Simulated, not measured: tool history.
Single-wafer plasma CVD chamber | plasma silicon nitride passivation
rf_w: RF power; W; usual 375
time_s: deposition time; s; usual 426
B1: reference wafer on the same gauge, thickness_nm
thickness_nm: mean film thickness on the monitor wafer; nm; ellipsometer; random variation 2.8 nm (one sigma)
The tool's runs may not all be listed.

{"run": 1, "hour": 0.0, "rf_w": 375, "time_s": 371, "B1": 593.086, "thickness_nm": 496.812}
{"run": 2, "hour": 86.4, "rf_w": 375, "time_s": 371, "B1": 593.225, "thickness_nm": 498.472}
{"hour": 140.4, "done": "RF generator calibrated"}
{"run": 3, "hour": 163.4, "rf_w": 375, "time_s": 371, "B1": 593.678, "thickness_nm": 505.893}
{"run": 4, "hour": 242.4, "rf_w": 375, "time_s": 426, "B1": 593.283, "thickness_nm": 576.745}
{"run": 5, "hour": 307.5, "rf_w": 375, "time_s": 426, "B1": 593.478, "thickness_nm": 578.414}
{"run": 6, "hour": 348.5, "rf_w": 375, "time_s": 426, "B1": 593.223, "thickness_nm": 581.106}
{"run": 7, "hour": 430.1, "rf_w": 415, "time_s": 426, "B1": 593.592, "thickness_nm": 592.174}
{"run": 8, "hour": 515.6, "rf_w": 415, "time_s": 426, "B1": 592.946, "thickness_nm": 598.087}
{"run": 9, "hour": 598.9, "rf_w": 415, "time_s": 426, "B1": 593.252, "thickness_nm": 594.839}
{"run": 10, "hour": 657.2, "rf_w": 375, "time_s": 426, "B1": 592.876, "thickness_nm": 575.032}
{"run": 11, "hour": 714.9, "rf_w": 375, "time_s": 426, "B1": 593.178, "thickness_nm": 571.312}
{"run": 12, "hour": 775.2, "rf_w": 375, "time_s": 392, "B1": 592.887, "thickness_nm": 522.274}
{"run": 13, "hour": 824.6, "rf_w": 340, "time_s": 426, "B1": 592.855, "thickness_nm": 555.797}
{"run": 14, "hour": 900.1, "rf_w": 340, "time_s": 426, "B1": 592.556, "thickness_nm": 559.882}
{"run": 15, "hour": 978.8, "rf_w": 340, "time_s": 426, "B1": 592.592, "thickness_nm": 555.072}
{"run": 16, "hour": 1050.9, "rf_w": 375, "time_s": 452, "B1": 593.038, "thickness_nm": 604.638}
{"run": 17, "hour": 1135.8, "rf_w": 375, "time_s": 426, "B1": 592.635, "thickness_nm": 567.718}
{"run": 18, "hour": 1412.4, "rf_w": 375, "time_s": 481, "B1": 593.055, "thickness_nm": 646.595}
{"hour": 1493.0, "done": "gauge calibrated"}
{"hour": 1496.4, "done": "RF generator calibrated"}
{"run": 19, "hour": 1496.9, "rf_w": 330, "time_s": 426, "B1": 592.62, "thickness_nm": 563.691}
{"run": 20, "hour": 1560.0, "rf_w": 375, "time_s": 426, "B1": 592.21, "thickness_nm": 585.776}
{"run": 21, "hour": 1637.6, "rf_w": 410, "time_s": 509, "B1": 592.853, "thickness_nm": 716.009}
{"run": 22, "hour": 1694.9, "rf_w": 400, "time_s": 426, "B1": 592.958, "thickness_nm": 587.544}
{"run": 23, "hour": 1788.6, "rf_w": 375, "time_s": 487, "B1": 592.8, "thickness_nm": 659.733}
{"run": 24, "hour": 1844.7, "rf_w": 375, "time_s": 426, "B1": 592.46, "thickness_nm": 582.134}
{"run": 25, "hour": 1929.6, "rf_w": 345, "time_s": 450, "B1": 592.734, "thickness_nm": 596.544}
{"run": 26, "hour": 1997.8, "rf_w": 375, "time_s": 487, "B1": 592.876, "thickness_nm": 654.699}
{"run": 27, "hour": 2079.5, "rf_w": 375, "time_s": 426, "B1": 592.912, "thickness_nm": 576.822}
{"run": 28, "hour": 2136.6, "rf_w": 325, "time_s": 472, "B1": 593.127, "thickness_nm": 607.275}
{"hour": 2159.3, "done": "showerhead replaced"}
{"run": 29, "hour": 2224.0, "rf_w": 395, "time_s": 398, "B1": 593.49, "thickness_nm": 546.825}
{"run": 30, "hour": 2306.3, "rf_w": 375, "time_s": 373, "B1": 593.045, "thickness_nm": 503.433}
{"run": 31, "hour": 2384.3, "rf_w": 350, "time_s": 360, "B1": 593.504, "thickness_nm": 470.974}
{"run": 32, "hour": 2429.0, "rf_w": 420, "time_s": 376, "B1": 592.317, "thickness_nm": 515.166}
{"run": 33, "hour": 2479.1, "rf_w": 395, "time_s": 398, "B1": 592.786, "thickness_nm": 539.383}
{"hour": 2576.5, "done": "RF generator calibrated"}
{"run": 34, "hour": 2577.0, "rf_w": 375, "time_s": 426, "B1": 592.79, "thickness_nm": 582.937}
{"run": 35, "hour": 2646.1, "rf_w": 375, "time_s": 487, "B1": 592.476, "thickness_nm": 670.916}
{"run": 36, "hour": 2745.1, "rf_w": 410, "time_s": 509, "B1": 593.348, "thickness_nm": 715.731}
{"run": 37, "hour": 2796.0, "rf_w": 425, "time_s": 481, "B1": 593.16, "thickness_nm": 680.743}

The tool's hidden state at each run:
gauge reads high (%): 0 in every run
H1: delivered RF power above the setpoint (%)
run=1 H1=-8.32
run=2 H1=-8.42
run=3 H1=-0.835
run=4 H1=-2.26
run=5 H1=-3.24
run=6 H1=-3.78
run=7 H1=-4.71
run=8 H1=-5.49
run=9 H1=-6.11
run=10 H1=-6.47
run=11 H1=-6.78
run=12 H1=-7.06
run=13 H1=-7.26
run=14 H1=-7.53
run=15 H1=-7.75
run=16 H1=-7.92
run=17 H1=-8.09
run=18 H1=-8.43
run=19 H1=-0.314
run=20 H1=-1.54
run=21 H1=-2.81
run=22 H1=-3.6
run=23 H1=-4.67
run=24 H1=-5.2
run=25 H1=-5.88
run=26 H1=-6.32
run=27 H1=-6.77
run=28 H1=-7.03
run=29 H1=-7.36
run=30 H1=-7.61
run=31 H1=-7.81
run=32 H1=-7.91
run=33 H1=-8
run=34 H1=-0.226
run=35 H1=-1.56
run=36 H1=-3.11
run=37 H1=-3.77

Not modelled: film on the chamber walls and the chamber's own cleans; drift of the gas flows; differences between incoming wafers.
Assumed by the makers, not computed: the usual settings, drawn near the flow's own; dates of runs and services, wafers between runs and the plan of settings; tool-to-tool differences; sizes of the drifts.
